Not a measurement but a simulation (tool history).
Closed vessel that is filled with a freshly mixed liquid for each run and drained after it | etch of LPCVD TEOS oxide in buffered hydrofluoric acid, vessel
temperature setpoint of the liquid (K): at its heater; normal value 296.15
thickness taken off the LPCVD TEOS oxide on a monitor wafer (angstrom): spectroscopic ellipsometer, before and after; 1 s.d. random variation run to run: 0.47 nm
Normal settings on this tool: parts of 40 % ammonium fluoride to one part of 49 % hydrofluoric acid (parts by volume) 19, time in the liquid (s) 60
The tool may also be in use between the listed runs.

run     day  temperature setpoint of the liquid (K)  parts of 40 % ammonium fluoride to one part of 49 % hydrofluoric acid (parts by volume)  time in the liquid (s)  wafers since the last listed run  hours since the thermometer was replaced  hours since the hydrofluoric acid flow meter was replaced  hours since the gauge calibration  read-back film thickness of the LPCVD TEOS oxide reference wafer, read on the same gauge (nm)  thickness taken off the LPCVD TEOS oxide on a monitor wafer (angstrom)
  1       0                                  296.15                                                                                       19                      60                                 0                                    1285.7                                                      254.9                              293.2                                                                                          29.97                                                                     772
  2   1.146                                  296.15                                                                                       19                      60                              3273                                    1313.2                                                      282.4                              320.7                                                                                          30.02                                                                   772.1
  3   3.992                                  296.15                                                                                       19                      60                              8129                                    1381.5                                                      350.7                                389                                                                                             30                                                                   775.5
  4     5.8                                  296.15                                                                                       19                      60                              5165                                    1424.9                                                      394.1                              432.4                                                                                          29.95                                                                   772.7
  5   7.362                                  296.15                                                                                       19                      60                              4463                                    1462.4                                                      431.6                              469.9                                                                                          30.01                                                                   783.9
  6   8.954                                  296.15                                                                                       19                      60                              4546                                    1500.6                                                      469.8                              508.1                                                                                             30                                                                   781.2
  7  11.062                                  298.65                                                                                       16                      60                              6022                                    1551.2                                                      520.4                              558.7                                                                                          30.02                                                                  1059.3
  8  12.708                                  298.65                                                                                       16                      60                              4701                                    1590.7                                                      559.9                              598.2                                                                                          29.98                                                                  1053.8
  9  20.567                                  298.65                                                                                       16                      60                             22448                                    1779.3                                                      748.5                              786.8                                                                                             30                                                                  1061.3
 10  22.858                                  296.15                                                                                       19                      60                              6546                                    1834.3                                                      803.5                              841.8                                                                                          29.96                                                                   779.4
     24.142  -- hydrofluoric acid flow meter replaced
     26.042  -- thermometer replaced
     27.742  -- gauge calibrated
 11  28.196                                  299.15                                                                                       19                      75                             15009                                      51.7                                                       97.3                               10.9                                                                                          30.02                                                                    1171
 12  31.071                                  296.15                                                                                       19                      85                              8212                                     120.7                                                      166.3                               79.9                                                                                          30.01                                                                  1138.8
 13  32.567                                  299.65                                                                                     23.5                      80                              4273                                     156.6                                                      202.2                              115.8                                                                                          30.03                                                                  1095.1
 14  34.346                                  291.65                                                                                     22.5                      75                              5082                                     199.3                                                      244.9                              158.5                                                                                          30.04                                                                   680.2
 15  36.958                                  296.15                                                                                       19                      60                              7462                                       262                                                      307.6                              221.2                                                                                          30.02                                                                   805.6
 16  38.096                                  296.15                                                                                     16.5                      60                              3249                                     289.3                                                      334.9                              248.5                                                                                          30.02                                                                   924.8
 17  39.258                                  296.15                                                                                       19                      60                              3320                                     317.2                                                      362.8                              276.4                                                                                          30.02                                                                   804.4
 18  41.171                                  297.65                                                                                       19                      30                              5463                                     363.1                                                      408.7                              322.3                                                                                          29.99                                                                   437.8
 19  42.438                                  298.65                                                                                       19                      45                              3618                                     393.5                                                      439.1                              352.7                                                                                          30.05                                                                   691.6
 20  44.112                                  296.15                                                                                       19                      35                              4784                                     433.7                                                      479.3                              392.9                                                                                          29.98                                                                   466.9

3 options for the next run, each taken on its own from the tool as it stands now. Forecast them:
  A  44.142                                  296.15                                                                                       19                      60                                83                                     434.4                                                        480                              393.6                                                                                              ?                                                                       ?
  B  44.142                                  299.65                                                                                     13.5                      40                                83                                     434.4                                                        480                              393.6                                                                                              ?                                                                       ?
  C  44.142                                  293.65                                                                                       13                      40                                83                                     434.4                                                        480                              393.6                                                                                              ?                                                                       ?

run  read-back film thickness of the LPCVD TEOS oxide reference wafer, read on the same gauge (nm)  thickness taken off the LPCVD TEOS oxide on a monitor wafer (angstrom)
  A                                                                                          30.03                                                                   807.4
  B                                                                                          30.03                                                                   911.3
  C                                                                                          30.03                                                                   680.4
Without the tool's hidden state the same runs would have given:
run  thickness taken off the LPCVD TEOS oxide on a monitor wafer (angstrom)
  A                                                                   801.7
  B                                                                   904.7
  C                                                                   675.9
